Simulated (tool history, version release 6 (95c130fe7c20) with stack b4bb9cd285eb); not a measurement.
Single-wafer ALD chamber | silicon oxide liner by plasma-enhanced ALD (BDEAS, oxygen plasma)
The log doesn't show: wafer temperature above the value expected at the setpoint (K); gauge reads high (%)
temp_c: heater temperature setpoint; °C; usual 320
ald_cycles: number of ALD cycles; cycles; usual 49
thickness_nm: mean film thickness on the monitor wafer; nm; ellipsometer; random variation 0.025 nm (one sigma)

| run | hour | temp_c | ald_cycles | wafers since the last listed run | hours since the last thermocouple change | hours since the gauge calibration | read-back reference wafer on the same gauge, thickness_nm | thickness_nm |
|---|---|---|---|---|---|---|---|---|
| 1 | 0 | 320 | 49 | 0 | 918.1 | 1506.4 | 4.55 | 4.878 |
| 2 | 84.8 | 320 | 49 | 497 | 1002.9 | 1591.2 | 4.553 | 4.914 |
| 3 | 140.8 | 320 | 49 | 328 | 1058.9 | 1647.2 | 4.552 | 4.907 |
| 4 | 180.4 | 320 | 49 | 232 | 1098.5 | 1686.8 | 4.552 | 4.922 |
| 5 | 241 | 325 | 43 | 355 | 1159.1 | 1747.4 | 4.559 | 4.264 |
| 6 | 329.4 | 320 | 49 | 518 | 1247.5 | 1835.8 | 4.555 | 4.914 |
| 7 | 372.7 | 314 | 53 | 253 | 1290.8 | 1879.1 | 4.551 | 5.381 |
| 8 | 422.1 | 324 | 49 | 289 | 1340.2 | 1928.5 | 4.562 | 4.894 |
| 9 | 487.6 | 324 | 49 | 384 | 1405.7 | 1994 | 4.564 | 4.889 |
| 10 | 539.9 | 324 | 49 | 306 | 1458 | 2046.3 | 4.561 | 4.895 |
| 11 | 647.8 | 312 | 43 | 632 | 1565.9 | 2154.2 | 4.566 | 4.414 |
| 12 | 725.4 | 320 | 49 | 455 | 1643.5 | 2231.8 | 4.568 | 4.895 |
| 13 | 818.8 | 320 | 49 | 547 | 1736.9 | 2325.2 | 4.579 | 4.928 |
| 14 | 899.8 | 320 | 49 | 474 | 1817.9 | 2406.2 | 4.576 | 4.952 |
| 15 | 986.4 | 326 | 49 | 507 | 1904.5 | 2492.8 | 4.574 | 4.901 |
| 16 | 1066.9 | 320 | 49 | 472 | 1985 | 2573.3 | 4.583 | 4.928 |
| 17 | 1112.2 | 320 | 52 | 265 | 2030.3 | 2618.6 | 4.58 | 5.257 |
| 18 | 1193.1 | 320 | 52 | 474 | 2111.2 | 2699.5 | 4.577 | 5.275 |
| 19 | 1281.1 | 329 | 49 | 516 | 2199.2 | 2787.5 | 4.58 | 4.883 |
| 20 | 1355.9 | 309 | 42 | 438 | 2274 | 2862.3 | 4.576 | 4.31 |
| 21 | 1434 | 335 | 56 | 457 | 2352.1 | 2940.4 | 4.584 | 5.537 |
| 22 | 1503.7 | 305 | 56 | 408 | 2421.8 | 3010.1 | 4.584 | 5.769 |
| 23 | 1562 | 307 | 53 | 341 | 2480.1 | 3068.4 | 4.58 | 5.484 |
|  | 1590.4 | gauge calibrated |
| 24 | 1640.6 | 332 | 54 | 460 | 2558.7 | 50.2 | 4.354 | 5.075 |
|  | 1654 | thermocouple changed; heater temperature recalibrated |
| 25 | 1728.8 | 314 | 57 | 470 | 74.8 | 138.4 | 4.37 | 5.514 |
| 26 | 1775.9 | 320 | 49 | 276 | 121.9 | 185.5 | 4.377 | 4.719 |
| 27 | 1868.6 | 305 | 56 | 543 | 214.6 | 278.2 | 4.398 | 5.621 |
| 28 | 1919.9 | 328 | 40 | 300 | 265.9 | 329.5 | 4.408 | 3.804 |
| 29 | 2168.1 | 309 | 49 | 1455 | 514.1 | 577.7 | 4.442 | 4.896 |
| 30 | 2227.4 | 320 | 49 | 347 | 573.4 | 637 | 4.449 | 4.795 |
| 31 | 2289.3 | 320 | 49 | 362 | 635.3 | 698.9 | 4.46 | 4.804 |
| 32 | 2346.6 | 320 | 49 | 335 | 692.6 | 756.2 | 4.466 | 4.806 |
| 33 | 2406.7 | 330 | 54 | 352 | 752.7 | 816.3 | 4.471 | 5.197 |
| 34 | 2580.2 | 316 | 41 | 1017 | 926.2 | 989.8 | 4.49 | 4.039 |
| 35 | 2622.4 | 320 | 49 | 247 | 968.4 | 1032 | 4.486 | 4.862 |
| 36 | 2689.9 | 307 | 49 | 395 | 1035.9 | 1099.5 | 4.493 | 4.92 |
| 37 | 2732.8 | 307 | 55 | 251 | 1078.8 | 1142.4 | 4.501 | 5.503 |
| 38 | 2803.9 | 310 | 57 | 416 | 1149.9 | 1213.5 | 4.506 | 5.714 |
| 39 | 2901 | 320 | 57 | 569 | 1247 | 1310.6 | 4.512 | 5.694 |

The same runs without the tool's hidden state, with the same run-to-run variation:
| run | thickness_nm |
|---|---|
| 1 | 4.691 |
| 2 | 4.721 |
| 3 | 4.712 |
| 4 | 4.725 |
| 5 | 4.091 |
| 6 | 4.71 |
| 7 | 5.157 |
| 8 | 4.689 |
| 9 | 4.682 |
| 10 | 4.686 |
| 11 | 4.222 |
| 12 | 4.68 |
| 13 | 4.71 |
| 14 | 4.731 |
| 15 | 4.681 |
| 16 | 4.706 |
| 17 | 5.019 |
| 18 | 5.034 |
| 19 | 4.659 |
| 20 | 4.112 |
| 21 | 5.281 |
| 22 | 5.501 |
| 23 | 5.229 |
| 24 | 5.096 |
| 25 | 5.514 |
| 26 | 4.708 |
| 27 | 5.587 |
| 28 | 3.773 |
| 29 | 4.816 |
| 30 | 4.709 |
| 31 | 4.71 |
| 32 | 4.705 |
| 33 | 5.081 |
| 34 | 3.935 |
| 35 | 4.733 |
| 36 | 4.784 |
| 37 | 5.347 |
| 38 | 5.546 |
| 39 | 5.518 |
